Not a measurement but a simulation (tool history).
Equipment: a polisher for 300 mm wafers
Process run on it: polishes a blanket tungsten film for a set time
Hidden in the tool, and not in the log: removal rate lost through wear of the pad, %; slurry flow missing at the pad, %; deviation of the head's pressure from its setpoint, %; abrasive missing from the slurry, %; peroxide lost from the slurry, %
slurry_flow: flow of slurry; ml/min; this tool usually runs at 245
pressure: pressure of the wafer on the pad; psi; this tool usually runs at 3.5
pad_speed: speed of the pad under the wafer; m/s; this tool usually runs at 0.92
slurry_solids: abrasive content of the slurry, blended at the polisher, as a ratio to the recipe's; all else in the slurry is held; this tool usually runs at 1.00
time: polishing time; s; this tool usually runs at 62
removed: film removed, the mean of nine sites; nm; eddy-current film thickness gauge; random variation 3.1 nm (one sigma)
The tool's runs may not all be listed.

run	hour	slurry_flow	pressure	pad_speed	slurry_solids	time	wafers since the last listed run	wafers polished on this pad	hours since the slurry nozzle was cleaned	hours since the head pressure was calibrated	hours since the slurry blender was calibrated	hours since the slurry got fresh peroxide	incoming thickness of the incoming film, nm	removed
1	0.0	295	3.5	0.92	1.00	62	0	1019	321.4	510.1	235.8	10.0	832.2	262.8
# hour 20.1: worn pad replaced by a new one
2	34.1	295	3.5	0.92	1.00	62	236	110	355.5	544.2	269.9	44.1	830.0	263.2
3	79.3	245	3.5	0.92	1.00	62	355	466	400.7	589.4	315.1	89.3	830.9	249.6
4	111.0	245	3.5	0.92	1.00	62	249	715	432.4	621.1	346.8	121.0	826.0	246.5
# hour 134.3: slurry tank refilled with fresh slurry and peroxide
# hour 140.5: worn pad replaced by a new one
5	181.8	245	3.5	0.92	1.25	62	517	324	503.2	691.9	417.6	47.5	833.1	254.5
6	210.5	245	3.5	0.92	1.25	62	225	550	531.9	720.6	446.3	76.2	831.3	249.9
7	242.9	245	3.5	0.92	1.25	62	255	805	564.3	753.0	478.7	108.6	815.8	246.3
# hour 252.8: slurry blender recalibrated
# hour 254.1: slurry nozzle cleaned
# hour 265.6: worn pad replaced by a new one
8	280.7	245	3.5	0.92	1.00	62	242	118	26.6	790.8	27.9	146.4	847.3	272.7
# hour 284.8: slurry tank refilled with fresh slurry and peroxide
9	341.1	245	3.5	0.92	1.00	62	467	586	87.0	851.2	88.3	56.3	833.7	271.7
10	387.5	190	3.5	0.92	1.00	62	365	951	133.4	897.6	134.7	102.7	821.7	262.1
# hour 407.5: worn pad replaced by a new one
# hour 434.7: slurry tank refilled with fresh slurry and peroxide
11	507.4	245	3.5	0.92	1.30	62	904	778	253.3	1017.5	254.6	72.7	833.1	277.4
# hour 528.9: worn pad replaced by a new one
# hour 534.5: head pressure recalibrated
12	535.0	245	3.5	0.84	1.00	83	170	31	280.9	0.5	282.2	100.3	821.9	308.7
# hour 558.1: slurry tank refilled with fresh slurry and peroxide
13	565.2	245	3.5	0.92	1.00	62	229	261	311.1	30.7	312.4	7.1	838.9	253.8
14	597.9	210	3.5	1.10	1.00	62	257	519	343.8	63.4	345.1	39.8	834.3	296.1
15	633.2	245	3.5	0.92	1.00	62	277	797	379.1	98.7	380.4	75.1	828.2	251.4
16	673.5	210	3.0	0.92	0.85	73	317	1114	419.4	139.0	420.7	115.4	838.3	238.5

Hidden state, per run?
removal rate lost through wear of the pad, %: 0 across all the runs
deviation of the head's pressure from its setpoint, %: 0 across all the runs
peroxide lost from the slurry, %: 0 across all the runs
H1: slurry flow missing at the pad, %
H2: abrasive missing from the slurry, %
run	H1	H2
1	26.2	10.9
2	28.6	13.4
3	31.8	17.2
4	34.1	20.3
5	39.1	28.1
6	41.1	31.7
7	43.4	36
8	4.82	1.11
9	9.09	2.12
10	12.4	3.61
11	20.9	10.4
12	22.8	12.5
13	24.9	15.1
14	27.3	18.2
15	29.8	21.9
16	32.6	26.5

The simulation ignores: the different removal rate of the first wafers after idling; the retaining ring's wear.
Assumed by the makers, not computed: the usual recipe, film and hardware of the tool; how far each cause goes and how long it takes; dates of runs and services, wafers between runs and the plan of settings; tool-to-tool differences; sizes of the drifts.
